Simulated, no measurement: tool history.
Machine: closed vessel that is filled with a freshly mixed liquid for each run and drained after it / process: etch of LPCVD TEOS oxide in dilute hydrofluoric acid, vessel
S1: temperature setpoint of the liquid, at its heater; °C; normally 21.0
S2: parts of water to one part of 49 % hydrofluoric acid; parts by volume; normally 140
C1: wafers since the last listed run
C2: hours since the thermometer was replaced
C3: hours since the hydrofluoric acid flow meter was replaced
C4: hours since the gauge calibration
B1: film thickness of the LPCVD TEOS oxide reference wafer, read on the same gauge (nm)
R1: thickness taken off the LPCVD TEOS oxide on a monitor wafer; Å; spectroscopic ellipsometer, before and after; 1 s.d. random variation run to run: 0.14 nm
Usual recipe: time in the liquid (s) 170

Run 1, hour 0.0: usual settings but time in the liquid (s) 120; C1 0; C2 1109.3; C3 894.0; C4 136.0; B1 30.00. Result: R1 124.5 Å.
Run 2, hour 33.9: usual settings but S1 22.0 °C, S2 90 parts by volume; C1 1970; C2 1143.2; C3 927.9; C4 169.9; B1 30.00. Result: R1 303.1 Å.
Run 3, hour 88.4: usual settings; C1 3167; C2 1197.7; C3 982.4; C4 224.4; B1 30.00. Result: R1 177.4 Å.
Run 4, hour 159.0: usual settings; C1 4102; C2 1268.3; C3 1053.0; C4 295.0; B1 29.99. Result: R1 177.5 Å.
Run 5, hour 183.5: usual settings; C1 1423; C2 1292.8; C3 1077.5; C4 319.5; B1 30.01. Result: R1 177.0 Å.
Run 6, hour 232.9: usual settings; C1 2870; C2 1342.2; C3 1126.9; C4 368.9; B1 29.99. Result: R1 175.6 Å.
Run 7, hour 283.6: usual settings; C1 2946; C2 1392.9; C3 1177.6; C4 419.6; B1 30.00. Result: R1 173.3 Å.
Run 8, hour 314.2: usual settings; C1 1778; C2 1423.5; C3 1208.2; C4 450.2; B1 30.00. Result: R1 174.6 Å.
Run 9, hour 362.9: usual settings; C1 2830; C2 1472.2; C3 1256.9; C4 498.9; B1 30.00. Result: R1 177.7 Å.
Run 10, hour 425.8: usual settings; C1 3655; C2 1535.1; C3 1319.8; C4 561.8; B1 30.01. Result: R1 177.0 Å.
Run 11, hour 483.1: usual settings; C1 3330; C2 1592.4; C3 1377.1; C4 619.1; B1 30.01. Result: R1 174.6 Å.
Run 12, hour 527.1: usual settings; C1 2557; C2 1636.4; C3 1421.1; C4 663.1; B1 30.00. Result: R1 177.9 Å.
Run 13, hour 598.1: usual settings; C1 4126; C2 1707.4; C3 1492.1; C4 734.1; B1 29.98. Result: R1 176.9 Å.
Run 14, hour 635.7: usual settings; C1 2185; C2 1745.0; C3 1529.7; C4 771.7; B1 29.99. Result: R1 173.1 Å.
Run 15, hour 702.0: usual settings; C1 3853; C2 1811.3; C3 1596.0; C4 838.0; B1 29.98. Result: R1 177.8 Å.
Run 16, hour 743.3: usual settings; C1 2400; C2 1852.6; C3 1637.3; C4 879.3; B1 30.00. Result: R1 177.5 Å.
Run 17, hour 794.6: usual settings but S1 24.0 °C; C1 2981; C2 1903.9; C3 1688.6; C4 930.6; B1 30.00. Result: R1 196.3 Å.
Run 18, hour 819.9: usual settings; C1 1470; C2 1929.2; C3 1713.9; C4 955.9; B1 30.01. Result: R1 174.6 Å.
Run 19, hour 866.7: usual settings but S1 22.0 °C, S2 90 parts by volume; C1 2719; C2 1976.0; C3 1760.7; C4 1002.7; B1 30.00. Result: R1 298.4 Å.
Run 20, hour 922.7: usual settings but S1 17.0 °C, S2 95 parts by volume, time in the liquid (s) 230; C1 3254; C2 2032.0; C3 1816.7; C4 1058.7; B1 30.01. Result: R1 307.3 Å.
At hour 965.1: hydrofluoric acid flow meter replaced.
At hour 967.0: gauge calibrated.
Run 21, hour 969.0: usual settings but S1 22.5 °C, S2 90 parts by volume, time in the liquid (s) 90; C1 2632; C2 2078.3; C3 3.9; C4 2.0; B1 30.00. Result: R1 155.5 Å.
At hour 1074.2: thermometer replaced.
Run 22, hour 1119.3: usual settings but S1 24.5 °C, S2 190 parts by volume, time in the liquid (s) 225; C1 8676; C2 45.1; C3 154.2; C4 152.3; B1 30.00. Result: R1 177.5 Å.
Run 23, hour 1185.0: usual settings but S2 105 parts by volume, time in the liquid (s) 260; C1 3818; C2 110.8; C3 219.9; C4 218.0; B1 30.00. Result: R1 359.7 Å.
Run 24, hour 1244.7: usual settings but S2 200 parts by volume, time in the liquid (s) 75; C1 3469; C2 170.5; C3 279.6; C4 277.7; B1 30.00. Result: R1 48.6 Å.
Run 25, hour 1287.8: usual settings; C1 2504; C2 213.6; C3 322.7; C4 320.8; B1 30.01. Result: R1 166.2 Å.
Run 26, hour 1312.4: usual settings; C1 1429; C2 238.2; C3 347.3; C4 345.4; B1 30.00. Result: R1 168.5 Å.
Run 27, hour 1377.0: usual settings but time in the liquid (s) 210; C1 3754; C2 302.8; C3 411.9; C4 410.0; B1 30.01. Result: R1 204.8 Å.
At hour 1403.8: hydrofluoric acid flow meter replaced, repeated, since the last time left the tool worse.
Run 28, hour 1426.3: usual settings but S1 23.0 °C, time in the liquid (s) 265; C1 2806; C2 352.1; C3 22.5; C4 459.3; B1 30.01. Result: R1 309.7 Å.
Run 29, hour 1475.5: usual settings; C1 2859; C2 401.3; C3 71.7; C4 508.5; B1 30.02. Result: R1 181.5 Å.
Run 30, hour 1533.7: usual settings but S1 23.0 °C; C1 3382; C2 459.5; C3 129.9; C4 566.7; B1 29.99. Result: R1 194.6 Å.
Run 31, hour 1596.2: usual settings but S2 85 parts by volume, time in the liquid (s) 130; C1 3632; C2 522.0; C3 192.4; C4 629.2; B1 29.99. Result: R1 241.0 Å.
Run 32, hour 1635.0: usual settings but S1 25.5 °C, time in the liquid (s) 260; C1 2254; C2 560.8; C3 231.2; C4 668.0; B1 30.00. Result: R1 326.5 Å.
Run 33, hour 1692.6: usual settings but S1 19.0 °C, S2 85 parts by volume, time in the liquid (s) 105; C1 3347; C2 618.4; C3 288.8; C4 725.6; B1 30.00. Result: R1 176.9 Å.
Run 34, hour 1762.1: usual settings; C1 4039; C2 687.9; C3 358.3; C4 795.1; B1 30.00. Result: R1 178.8 Å.

Predict each of these 3 candidate next runs independently; none follows another, all start after run 34:
Run A, hour 1762.8: usual settings but S1 17.0 °C; C1 40; C2 688.6; C3 359.0; C4 795.8; B1 ?. Result: R1 ?.
Run B, hour 1762.8: usual settings but S2 110 parts by volume, time in the liquid (s) 70; C1 40; C2 688.6; C3 359.0; C4 795.8; B1 ?. Result: R1 ?.
Run C, hour 1762.8: usual settings but S2 105 parts by volume, time in the liquid (s) 230; C1 40; C2 688.6; C3 359.0; C4 795.8; B1 ?. Result: R1 ?.

run     B1     R1
  A  29.98  153.8
  B  29.98   97.9
  C  29.98  339.0
With no hidden state in the tool, these same runs would have given:
run     R1
  A  155.4
  B   99.0
  C  342.6
